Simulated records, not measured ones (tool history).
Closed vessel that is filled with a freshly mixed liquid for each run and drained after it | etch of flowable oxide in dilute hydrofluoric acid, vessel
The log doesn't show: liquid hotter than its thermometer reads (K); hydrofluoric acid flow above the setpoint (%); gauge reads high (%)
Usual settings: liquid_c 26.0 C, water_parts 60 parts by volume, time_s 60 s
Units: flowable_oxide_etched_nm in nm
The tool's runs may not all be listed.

run	hour	liquid_c	water_parts	time_s	wafers since the last listed run	hours since the thermometer was replaced	hours since the hydrofluoric acid flow meter was replaced	hours since the gauge calibration	read-back film thickness of the flowable oxide reference wafer, read on the same gauge (nm)	flowable_oxide_etched_nm
1	0.0	26.0	60	60	0	1245.5	1390.5	83.3	30.00	49.11
2	34.8	26.0	60	60	4810	1280.3	1425.3	118.1	30.01	49.46
3	68.8	26.0	60	60	4699	1314.3	1459.3	152.1	30.01	49.42
4	86.9	26.0	60	60	2501	1332.4	1477.4	170.2	30.02	49.57
5	189.8	26.0	60	60	14224	1435.3	1580.3	273.1	30.00	50.70
6	210.6	26.0	60	60	2875	1456.1	1601.1	293.9	30.00	50.16
# hour 234.3: thermometer replaced
7	239.5	26.0	60	60	3856	5.2	1630.0	322.8	30.00	46.36
8	254.9	26.0	60	40	2128	20.6	1645.4	338.2	30.05	30.18
9	269.5	26.0	55	80	2018	35.2	1660.0	352.8	29.97	66.98
# hour 287.8: gauge calibrated
10	289.1	26.0	55	80	2709	54.8	1679.6	1.3	30.05	67.88
# hour 293.7: hydrofluoric acid flow meter replaced
11	318.3	26.0	55	80	3898	84.0	24.6	30.5	29.98	59.86
12	341.5	26.0	60	60	3206	107.2	47.8	53.7	29.99	40.17
13	361.5	26.0	60	40	2764	127.2	67.8	73.7	29.98	26.77
14	389.2	29.5	45	30	3829	154.9	95.5	101.4	29.97	31.86
15	404.5	29.5	45	30	2114	170.2	110.8	116.7	30.00	32.04
16	424.4	26.0	60	60	2750	190.1	130.7	136.6	30.00	41.05
17	458.7	22.0	75	70	4741	224.4	165.0	170.9	29.96	31.87
18	492.5	22.0	75	80	4672	258.2	198.8	204.7	30.03	36.60
19	512.5	27.5	45	95	2764	278.2	218.8	224.7	29.97	94.25
20	528.5	23.5	60	60	2211	294.2	234.8	240.7	30.00	37.58
21	551.5	26.0	60	60	3179	317.2	257.8	263.7	30.01	41.54
22	573.4	26.0	85	35	3027	339.1	279.7	285.6	30.00	16.78
# hour 582.6: gauge calibrated
23	587.9	22.0	30	60	2004	353.6	294.2	5.3	30.07	73.92
24	612.1	29.0	60	60	3345	377.8	318.4	29.5	29.99	47.26

Forecast each of these 3 alternatives for the next run:
A	612.8	26.0	85	60	96	378.5	319.1	30.2	?	?
B	612.8	30.0	30	30	96	378.5	319.1	30.2	?	?
C	612.8	29.0	40	35	96	378.5	319.1	30.2	?	?

run	read-back film thickness of the flowable oxide reference wafer, read on the same gauge (nm)	flowable_oxide_etched_nm
A	29.98	28.43
B	29.98	51.06
C	29.98	42.28
Without the tool's hidden state the same runs would have given:
run	flowable_oxide_etched_nm
A	26.64
B	47.88
C	39.63

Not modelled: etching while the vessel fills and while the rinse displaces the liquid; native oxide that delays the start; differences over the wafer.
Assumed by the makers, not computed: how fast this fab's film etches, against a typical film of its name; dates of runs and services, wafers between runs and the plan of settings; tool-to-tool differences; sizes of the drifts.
